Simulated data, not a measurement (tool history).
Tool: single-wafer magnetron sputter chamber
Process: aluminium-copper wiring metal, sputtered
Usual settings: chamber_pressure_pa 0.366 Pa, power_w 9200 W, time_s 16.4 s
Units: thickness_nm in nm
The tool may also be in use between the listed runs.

| run | hour | chamber_pressure_pa | power_w | time_s | wafers since the last listed run | wafers on the sputter target | hours since the last manometer calibration | hours since the magnet pack was replaced | hours since the gauge calibration | read-back reference wafer on the same gauge, thickness_nm | thickness_nm |
|---|---|---|---|---|---|---|---|---|---|---|---|
| 1 | 0 | 0.366 | 9200 | 16.4 | 0 | 977 | 1124.1 | 5514.5 | 3.9 | 309.625 | 276.367 |
| 2 | 97.6 | 0.32 | 9200 | 16.4 | 1663 | 2640 | 1221.7 | 5612.1 | 101.5 | 310.116 | 279.8 |
|  | 163.2 | sputter target and shields replaced |
| 3 | 200 | 0.32 | 9200 | 16.4 | 1608 | 627 | 1324.1 | 5714.5 | 203.9 | 310.122 | 264.274 |
| 4 | 247.7 | 0.32 | 9200 | 16.4 | 812 | 1440 | 1371.8 | 5762.2 | 251.6 | 309.771 | 262.52 |
| 5 | 312.7 | 0.366 | 9200 | 16.4 | 1107 | 2548 | 1436.8 | 5827.2 | 316.6 | 310.324 | 251.339 |
|  | 328.4 | sputter target and shields replaced, repeated, since the last time left the tool worse |
| 6 | 368.9 | 0.366 | 9200 | 16.4 | 821 | 690 | 1493 | 5883.4 | 372.8 | 310.042 | 280.845 |
|  | 412.4 | capacitance manometer re-zeroed and calibrated |
| 7 | 469.7 | 0.366 | 9200 | 16.4 | 1581 | 2271 | 57.3 | 5984.2 | 473.6 | 309.791 | 272.955 |
|  | 518.1 | sputter target and shields replaced |
|  | 546.1 | gauge calibrated |
| 8 | 576.3 | 0.366 | 9200 | 16.4 | 1680 | 992 | 163.9 | 6090.8 | 30.2 | 309.949 | 277.663 |
| 9 | 677.6 | 0.366 | 9200 | 16.4 | 1726 | 2718 | 265.2 | 6192.1 | 131.5 | 310.36 | 271.007 |
|  | 700.2 | sputter target and shields replaced |
| 10 | 732.3 | 0.255 | 9200 | 16.4 | 795 | 546 | 319.9 | 6246.8 | 186.2 | 310.368 | 301.316 |
|  | 767 | magnet pack replaced |
| 11 | 787.9 | 0.311 | 9200 | 16.4 | 811 | 1357 | 375.5 | 20.9 | 241.8 | 309.935 | 287.555 |
| 12 | 843.2 | 0.366 | 7550 | 19.2 | 942 | 2300 | 430.8 | 76.2 | 297.1 | 310.199 | 274.297 |
| 13 | 898 | 0.424 | 8350 | 16.4 | 933 | 3233 | 485.6 | 131 | 351.9 | 310.254 | 239.704 |
|  | 916 | sputter target and shields replaced |
| 14 | 995.5 | 0.494 | 7000 | 18.1 | 1525 | 1354 | 583.1 | 228.5 | 449.4 | 310.451 | 224.652 |

3 ways to go on from here, each from the tool as it stands after run 14. What would each give?
| A | 995.9 | 0.366 | 9200 | 15.5 | 6 | 1361 | 583.5 | 228.9 | 449.8 | ? | ? |
| B | 995.9 | 0.416 | 7250 | 15.3 | 6 | 1361 | 583.5 | 228.9 | 449.8 | ? | ? |
| C | 995.9 | 0.366 | 9200 | 18.7 | 6 | 1361 | 583.5 | 228.9 | 449.8 | ? | ? |

| run | read-back reference wafer on the same gauge, thickness_nm | thickness_nm |
|---|---|---|
| A | 310.132 | 261.673 |
| B | 310.132 | 206.919 |
| C | 310.132 | 315.696 |
Without the tool's hidden state the same runs would have given:
| run | thickness_nm |
|---|---|
| A | 267.317 |
| B | 211.383 |
| C | 322.505 |
